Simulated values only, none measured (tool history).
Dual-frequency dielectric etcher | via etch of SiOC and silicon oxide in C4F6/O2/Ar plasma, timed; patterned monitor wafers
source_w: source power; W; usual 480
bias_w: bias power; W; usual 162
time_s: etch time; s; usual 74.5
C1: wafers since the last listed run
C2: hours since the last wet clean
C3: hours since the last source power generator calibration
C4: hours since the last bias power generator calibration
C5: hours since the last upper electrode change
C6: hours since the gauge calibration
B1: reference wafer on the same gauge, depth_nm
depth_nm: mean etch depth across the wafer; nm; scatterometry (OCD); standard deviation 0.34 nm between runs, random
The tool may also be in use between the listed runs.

{"run": 1, "hour": 0.0, "source_w": 480, "bias_w": 162, "time_s": 74.5, "C1": 0, "C2": 589.3, "C3": 4215.7, "C4": 4248.3, "C5": 5360.6, "C6": 222.6, "B1": 100.3, "depth_nm": 95.3}
{"run": 2, "hour": 13.6, "source_w": 480, "bias_w": 162, "time_s": 74.5, "C1": 139, "C2": 602.9, "C3": 4229.3, "C4": 4261.9, "C5": 5374.2, "C6": 236.2, "B1": 100, "depth_nm": 96}
{"run": 3, "hour": 26.6, "source_w": 480, "bias_w": 162, "time_s": 74.5, "C1": 133, "C2": 615.9, "C3": 4242.3, "C4": 4274.9, "C5": 5387.2, "C6": 249.2, "B1": 100.3, "depth_nm": 96.1}
{"hour": 59.4, "done": "wet clean of the chamber"}
{"run": 4, "hour": 59.9, "source_w": 480, "bias_w": 162, "time_s": 74.5, "C1": 95, "C2": 0.5, "C3": 4275.6, "C4": 4308.2, "C5": 5420.5, "C6": 282.5, "B1": 100.2, "depth_nm": 91}
{"run": 5, "hour": 60.3, "source_w": 480, "bias_w": 162, "time_s": 74.5, "C1": 4, "C2": 0.9, "C3": 4276, "C4": 4308.6, "C5": 5420.9, "C6": 282.9, "B1": 100.1, "depth_nm": 91.1}
{"run": 6, "hour": 70.4, "source_w": 480, "bias_w": 162, "time_s": 74.5, "C1": 103, "C2": 11, "C3": 4286.1, "C4": 4318.7, "C5": 5431, "C6": 293, "B1": 100.1, "depth_nm": 91.2}
{"run": 7, "hour": 77.2, "source_w": 480, "bias_w": 162, "time_s": 74.5, "C1": 69, "C2": 17.8, "C3": 4292.9, "C4": 4325.5, "C5": 5437.8, "C6": 299.8, "B1": 100.4, "depth_nm": 91.6}
{"run": 8, "hour": 89.7, "source_w": 480, "bias_w": 154, "time_s": 59.5, "C1": 128, "C2": 30.3, "C3": 4305.4, "C4": 4338, "C5": 5450.3, "C6": 312.3, "B1": 100.2, "depth_nm": 72.1}
{"run": 9, "hour": 105.8, "source_w": 480, "bias_w": 154, "time_s": 59.5, "C1": 165, "C2": 46.4, "C3": 4321.5, "C4": 4354.1, "C5": 5466.4, "C6": 328.4, "B1": 100.1, "depth_nm": 72}
{"run": 10, "hour": 117.2, "source_w": 480, "bias_w": 162, "time_s": 74.5, "C1": 116, "C2": 57.8, "C3": 4332.9, "C4": 4365.5, "C5": 5477.8, "C6": 339.8, "B1": 100.3, "depth_nm": 90.9}
{"run": 11, "hour": 123.9, "source_w": 520, "bias_w": 183, "time_s": 83, "C1": 68, "C2": 64.5, "C3": 4339.6, "C4": 4372.2, "C5": 5484.5, "C6": 346.5, "B1": 100.1, "depth_nm": 110.5}
{"hour": 153.2, "done": "bias power generator calibrated"}
{"hour": 159.6, "done": "upper electrode replaced"}
{"run": 12, "hour": 160.1, "source_w": 480, "bias_w": 162, "time_s": 74.5, "C1": 265, "C2": 100.7, "C3": 4375.8, "C4": 6.9, "C5": 0.5, "C6": 382.7, "B1": 100.2, "depth_nm": 92}
{"run": 13, "hour": 160.4, "source_w": 430, "bias_w": 197, "time_s": 74.5, "C1": 3, "C2": 101, "C3": 4376.1, "C4": 7.2, "C5": 0.8, "C6": 383, "B1": 100.1, "depth_nm": 91.8}
{"run": 14, "hour": 160.7, "source_w": 580, "bias_w": 201, "time_s": 80, "C1": 3, "C2": 101.3, "C3": 4376.4, "C4": 7.5, "C5": 1.1, "C6": 383.3, "B1": 99.9, "depth_nm": 116}
{"run": 15, "hour": 174.1, "source_w": 480, "bias_w": 154, "time_s": 59.5, "C1": 137, "C2": 114.7, "C3": 4389.8, "C4": 20.9, "C5": 14.5, "C6": 396.7, "B1": 100.1, "depth_nm": 72.9}
{"hour": 178.0, "done": "gauge calibrated"}
{"run": 16, "hour": 186.5, "source_w": 580, "bias_w": 185, "time_s": 88, "C1": 127, "C2": 127.1, "C3": 4402.2, "C4": 33.3, "C5": 26.9, "C6": 8.5, "B1": 100.1, "depth_nm": 125.2}
{"run": 17, "hour": 195.0, "source_w": 370, "bias_w": 135, "time_s": 68, "C1": 87, "C2": 135.6, "C3": 4410.7, "C4": 41.8, "C5": 35.4, "C6": 17, "B1": 100.5, "depth_nm": 68.5}
{"run": 18, "hour": 212.0, "source_w": 480, "bias_w": 176, "time_s": 68.5, "C1": 174, "C2": 152.6, "C3": 4427.7, "C4": 58.8, "C5": 52.4, "C6": 34, "B1": 100.1, "depth_nm": 87.1}
{"run": 19, "hour": 223.5, "source_w": 560, "bias_w": 146, "time_s": 85, "C1": 117, "C2": 164.1, "C3": 4439.2, "C4": 70.3, "C5": 63.9, "C6": 45.5, "B1": 100.1, "depth_nm": 110.9}
{"run": 20, "hour": 233.3, "source_w": 480, "bias_w": 162, "time_s": 74.5, "C1": 100, "C2": 173.9, "C3": 4449, "C4": 80.1, "C5": 73.7, "C6": 55.3, "B1": 100.4, "depth_nm": 92}
{"hour": 260.5, "done": "source power generator calibrated"}
{"run": 21, "hour": 261.1, "source_w": 400, "bias_w": 136, "time_s": 60.5, "C1": 244, "C2": 201.7, "C3": 0.6, "C4": 107.9, "C5": 101.5, "C6": 83.1, "B1": 100.2, "depth_nm": 64.7}
{"run": 22, "hour": 276.2, "source_w": 420, "bias_w": 135, "time_s": 52.5, "C1": 154, "C2": 216.8, "C3": 15.7, "C4": 123, "C5": 116.6, "C6": 98.2, "B1": 100.5, "depth_nm": 57.2}
{"run": 23, "hour": 292.6, "source_w": 580, "bias_w": 185, "time_s": 88, "C1": 168, "C2": 233.2, "C3": 32.1, "C4": 139.4, "C5": 133, "C6": 114.6, "B1": 100.4, "depth_nm": 125.5}
{"run": 24, "hour": 327.7, "source_w": 390, "bias_w": 145, "time_s": 74.5, "C1": 360, "C2": 268.3, "C3": 67.2, "C4": 174.5, "C5": 168.1, "C6": 149.7, "B1": 100.2, "depth_nm": 79.9}
{"run": 25, "hour": 360.8, "source_w": 480, "bias_w": 181, "time_s": 74.5, "C1": 339, "C2": 301.4, "C3": 100.3, "C4": 207.6, "C5": 201.2, "C6": 182.8, "B1": 100.3, "depth_nm": 96.7}
{"run": 26, "hour": 367.9, "source_w": 480, "bias_w": 162, "time_s": 74.5, "C1": 72, "C2": 308.5, "C3": 107.4, "C4": 214.7, "C5": 208.3, "C6": 189.9, "B1": 100.2, "depth_nm": 93.5}
{"run": 27, "hour": 377.1, "source_w": 480, "bias_w": 162, "time_s": 74.5, "C1": 94, "C2": 317.7, "C3": 116.6, "C4": 223.9, "C5": 217.5, "C6": 199.1, "B1": 100.3, "depth_nm": 93.8}
{"run": 28, "hour": 394.8, "source_w": 480, "bias_w": 162, "time_s": 74.5, "C1": 181, "C2": 335.4, "C3": 134.3, "C4": 241.6, "C5": 235.2, "C6": 216.8, "B1": 100.3, "depth_nm": 93.4}
{"run": 29, "hour": 412.5, "source_w": 410, "bias_w": 142, "time_s": 74.5, "C1": 181, "C2": 353.1, "C3": 152, "C4": 259.3, "C5": 252.9, "C6": 234.5, "B1": 100.4, "depth_nm": 82.6}
{"run": 30, "hour": 422.9, "source_w": 380, "bias_w": 198, "time_s": 53.5, "C1": 106, "C2": 363.5, "C3": 162.4, "C4": 269.7, "C5": 263.3, "C6": 244.9, "B1": 100, "depth_nm": 63.3}

Run by run, hidden condition taken away, random variation retained:
Hidden state at play: etch rate over this chamber's usual, %; source power that arrives over what is set, %; bias power that arrives over what is set, %; gauge reads high (%).
run=1 depth_nm=90.5
run=2 depth_nm=91.1
run=3 depth_nm=91
run=4 depth_nm=90.6
run=5 depth_nm=90.7
run=6 depth_nm=90.8
run=7 depth_nm=91.1
run=8 depth_nm=71.6
run=9 depth_nm=71.4
run=10 depth_nm=90.1
run=11 depth_nm=109.4
run=12 depth_nm=90.9
run=13 depth_nm=90.6
run=14 depth_nm=114.5
run=15 depth_nm=71.9
run=16 depth_nm=123.3
run=17 depth_nm=67.5
run=18 depth_nm=85.6
run=19 depth_nm=108.8
run=20 depth_nm=90.2
run=21 depth_nm=63.3
run=22 depth_nm=55.9
run=23 depth_nm=122.4
run=24 depth_nm=77.8
run=25 depth_nm=93.7
run=26 depth_nm=90.7
run=27 depth_nm=90.9
run=28 depth_nm=90.3
run=29 depth_nm=79.8
run=30 depth_nm=61
